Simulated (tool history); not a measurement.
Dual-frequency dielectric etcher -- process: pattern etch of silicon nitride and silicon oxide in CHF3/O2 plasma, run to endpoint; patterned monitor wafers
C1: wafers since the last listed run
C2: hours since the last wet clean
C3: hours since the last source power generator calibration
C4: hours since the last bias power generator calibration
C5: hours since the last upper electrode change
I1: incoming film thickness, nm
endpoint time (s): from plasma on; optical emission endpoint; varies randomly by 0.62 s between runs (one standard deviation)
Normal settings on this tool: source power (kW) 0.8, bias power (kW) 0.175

run 1 day=0 | source_power_(kW)=0.69 bias_power_(kW)=0.208 | C1=0 C2=453.1 C3=1282.9 C4=4194.6 C5=4247.7 | I1=210.5 | endpoint_time_(s)=148.6
run 2 day=2.704 | source_power_(kW)=0.8 bias_power_(kW)=0.175 | C1=553 C2=518 C3=1347.8 C4=4259.5 C5=4312.6 | I1=211 | endpoint_time_(s)=153.3
run 3 day=5.608 | source_power_(kW)=0.8 bias_power_(kW)=0.175 | C1=593 C2=587.7 C3=1417.5 C4=4329.2 C5=4382.3 | I1=212.4 | endpoint_time_(s)=154
-- day=9.208 wet clean of the chamber
run 4 day=9.229 | source_power_(kW)=0.8 bias_power_(kW)=0.175 | C1=535 C2=0.5 C3=1504.4 C4=4416.1 C5=4469.2 | I1=213.4 | endpoint_time_(s)=139.2
run 5 day=10.738 | source_power_(kW)=0.73 bias_power_(kW)=0.175 | C1=308 C2=36.7 C3=1540.6 C4=4452.3 C5=4505.4 | I1=212.1 | endpoint_time_(s)=143.2
run 6 day=14.488 | source_power_(kW)=0.73 bias_power_(kW)=0.175 | C1=766 C2=126.7 C3=1630.6 C4=4542.3 C5=4595.4 | I1=212.5 | endpoint_time_(s)=143.5
-- day=15.175 bias power generator calibrated
run 7 day=17.129 | source_power_(kW)=0.8 bias_power_(kW)=0.175 | C1=506 C2=190.1 C3=1694 C4=46.9 C5=4658.8 | I1=214.1 | endpoint_time_(s)=141.8
run 8 day=19.675 | source_power_(kW)=0.8 bias_power_(kW)=0.175 | C1=520 C2=251.2 C3=1755.1 C4=108 C5=4719.9 | I1=212.1 | endpoint_time_(s)=140.7
run 9 day=21.658 | source_power_(kW)=0.74 bias_power_(kW)=0.175 | C1=405 C2=298.8 C3=1802.7 C4=155.6 C5=4767.5 | I1=215.4 | endpoint_time_(s)=146.5
run 10 day=23.992 | source_power_(kW)=0.8 bias_power_(kW)=0.175 | C1=477 C2=354.8 C3=1858.7 C4=211.6 C5=4823.5 | I1=211.5 | endpoint_time_(s)=142.7
-- day=27.079 wet clean of the chamber, repeated, since the last time left the tool worse
-- day=27.888 upper electrode replaced
run 11 day=28.462 | source_power_(kW)=0.89 bias_power_(kW)=0.186 | C1=544 C2=33.2 C3=1966 C4=318.9 C5=13.8 | I1=213.9 | endpoint_time_(s)=142.3
run 12 day=30.317 | source_power_(kW)=0.89 bias_power_(kW)=0.186 | C1=379 C2=77.7 C3=2010.5 C4=363.4 C5=58.3 | I1=209.4 | endpoint_time_(s)=141.3
run 13 day=32.812 | source_power_(kW)=0.65 bias_power_(kW)=0.175 | C1=510 C2=137.6 C3=2070.4 C4=423.3 C5=118.2 | I1=212.6 | endpoint_time_(s)=158.9
run 14 day=36.092 | source_power_(kW)=0.74 bias_power_(kW)=0.212 | C1=670 C2=216.3 C3=2149.1 C4=502 C5=196.9 | I1=213.1 | endpoint_time_(s)=144
run 15 day=40.012 | source_power_(kW)=0.64 bias_power_(kW)=0.135 | C1=801 C2=310.4 C3=2243.2 C4=596.1 C5=291 | I1=213.6 | endpoint_time_(s)=177.1
run 16 day=43.933 | source_power_(kW)=0.8 bias_power_(kW)=0.175 | C1=801 C2=404.5 C3=2337.3 C4=690.2 C5=385.1 | I1=213.6 | endpoint_time_(s)=153.5
run 17 day=47.392 | source_power_(kW)=0.74 bias_power_(kW)=0.212 | C1=707 C2=487.5 C3=2420.3 C4=773.2 C5=468.1 | I1=212.3 | endpoint_time_(s)=144.8
run 18 day=50.112 | source_power_(kW)=0.97 bias_power_(kW)=0.197 | C1=556 C2=552.8 C3=2485.6 C4=838.5 C5=533.4 | I1=212 | endpoint_time_(s)=139.4
run 19 day=51.958 | source_power_(kW)=0.68 bias_power_(kW)=0.211 | C1=377 C2=597.1 C3=2529.9 C4=882.8 C5=577.7 | I1=211.4 | endpoint_time_(s)=148.9
run 20 day=54.633 | source_power_(kW)=0.92 bias_power_(kW)=0.175 | C1=547 C2=661.3 C3=2594.1 C4=947 C5=641.9 | I1=214.3 | endpoint_time_(s)=149.8
-- day=59.596 wet clean of the chamber
run 21 day=59.617 | source_power_(kW)=0.74 bias_power_(kW)=0.136 | C1=814 C2=0.5 C3=2713.7 C4=1066.6 C5=761.5 | I1=212.7 | endpoint_time_(s)=167
run 22 day=60.542 | source_power_(kW)=0.8 bias_power_(kW)=0.175 | C1=189 C2=22.7 C3=2735.9 C4=1088.8 C5=783.7 | I1=212.8 | endpoint_time_(s)=149.7
run 23 day=63.033 | source_power_(kW)=0.8 bias_power_(kW)=0.175 | C1=509 C2=82.5 C3=2795.7 C4=1148.6 C5=843.5 | I1=214.2 | endpoint_time_(s)=150.2
-- day=67.221 source power generator calibrated
run 24 day=76.1 | source_power_(kW)=0.91 bias_power_(kW)=0.197 | C1=2638 C2=396.1 C3=213.1 C4=1462.2 C5=1157.1 | I1=214.2 | endpoint_time_(s)=140.8
run 25 day=78.842 | source_power_(kW)=0.67 bias_power_(kW)=0.193 | C1=560 C2=461.9 C3=278.9 C4=1528 C5=1222.9 | I1=211.6 | endpoint_time_(s)=154.1
run 26 day=81.167 | source_power_(kW)=0.61 bias_power_(kW)=0.209 | C1=475 C2=517.7 C3=334.7 C4=1583.8 C5=1278.7 | I1=210.4 | endpoint_time_(s)=150.5
run 27 day=84.054 | source_power_(kW)=0.63 bias_power_(kW)=0.153 | C1=590 C2=587 C3=404 C4=1653.1 C5=1348 | I1=213.3 | endpoint_time_(s)=171.5
run 28 day=85.967 | source_power_(kW)=0.64 bias_power_(kW)=0.187 | C1=391 C2=632.9 C3=449.9 C4=1699 C5=1393.9 | I1=213.8 | endpoint_time_(s)=159.7
-- day=87.421 wet clean of the chamber
run 29 day=89.433 | source_power_(kW)=0.92 bias_power_(kW)=0.151 | C1=504 C2=48.3 C3=533.1 C4=1782.2 C5=1477.1 | I1=211.7 | endpoint_time_(s)=151.9
run 30 day=92.508 | source_power_(kW)=0.86 bias_power_(kW)=0.147 | C1=628 C2=122.1 C3=606.9 C4=1856 C5=1550.9 | I1=214.2 | endpoint_time_(s)=158.3
run 31 day=96.396 | source_power_(kW)=0.8 bias_power_(kW)=0.209 | C1=795 C2=215.4 C3=700.2 C4=1949.3 C5=1644.2 | I1=212.2 | endpoint_time_(s)=140.7
run 32 day=98.071 | source_power_(kW)=0.8 bias_power_(kW)=0.175 | C1=342 C2=255.6 C3=740.4 C4=1989.5 C5=1684.4 | I1=212.5 | endpoint_time_(s)=151.9
run 33 day=102.033 | source_power_(kW)=0.98 bias_power_(kW)=0.148 | C1=810 C2=350.7 C3=835.5 C4=2084.6 C5=1779.5 | I1=214.1 | endpoint_time_(s)=154.7
run 34 day=105.675 | source_power_(kW)=0.87 bias_power_(kW)=0.133 | C1=744 C2=438.1 C3=922.9 C4=2172 C5=1866.9 | I1=212.8 | endpoint_time_(s)=165.7
run 35 day=108.258 | source_power_(kW)=0.72 bias_power_(kW)=0.194 | C1=528 C2=500.1 C3=984.9 C4=2234 C5=1928.9 | I1=213.2 | endpoint_time_(s)=151
run 36 day=111.312 | source_power_(kW)=0.8 bias_power_(kW)=0.175 | C1=624 C2=573.4 C3=1058.2 C4=2307.3 C5=2002.2 | I1=213.3 | endpoint_time_(s)=153.5

State the hidden condition of the tool at each of the runs:
source power that arrives over what is set, %: 0 across all the runs
bias power that arrives over what is set, %: 0 across all the runs
H1: etch rate over this chamber's usual, %
run=1 H1=-2.94
run=2 H1=-3.25
run=3 H1=-3.58
run=4 H1=6.92
run=5 H1=6.75
run=6 H1=6.32
run=7 H1=6.02
run=8 H1=5.73
run=9 H1=5.51
run=10 H1=5.24
run=11 H1=-0.142
run=12 H1=-0.354
run=13 H1=-0.638
run=14 H1=-1.01
run=15 H1=-1.46
run=16 H1=-1.91
run=17 H1=-2.3
run=18 H1=-2.61
run=19 H1=-2.82
run=20 H1=-3.13
run=21 H1=0.13
run=22 H1=0.0241
run=23 H1=-0.26
run=24 H1=-1.75
run=25 H1=-2.06
run=26 H1=-2.33
run=27 H1=-2.66
run=28 H1=-2.88
run=29 H1=-0.349
run=30 H1=-0.7
run=31 H1=-1.14
run=32 H1=-1.33
run=33 H1=-1.79
run=34 H1=-2.2
run=35 H1=-2.5
run=36 H1=-2.85

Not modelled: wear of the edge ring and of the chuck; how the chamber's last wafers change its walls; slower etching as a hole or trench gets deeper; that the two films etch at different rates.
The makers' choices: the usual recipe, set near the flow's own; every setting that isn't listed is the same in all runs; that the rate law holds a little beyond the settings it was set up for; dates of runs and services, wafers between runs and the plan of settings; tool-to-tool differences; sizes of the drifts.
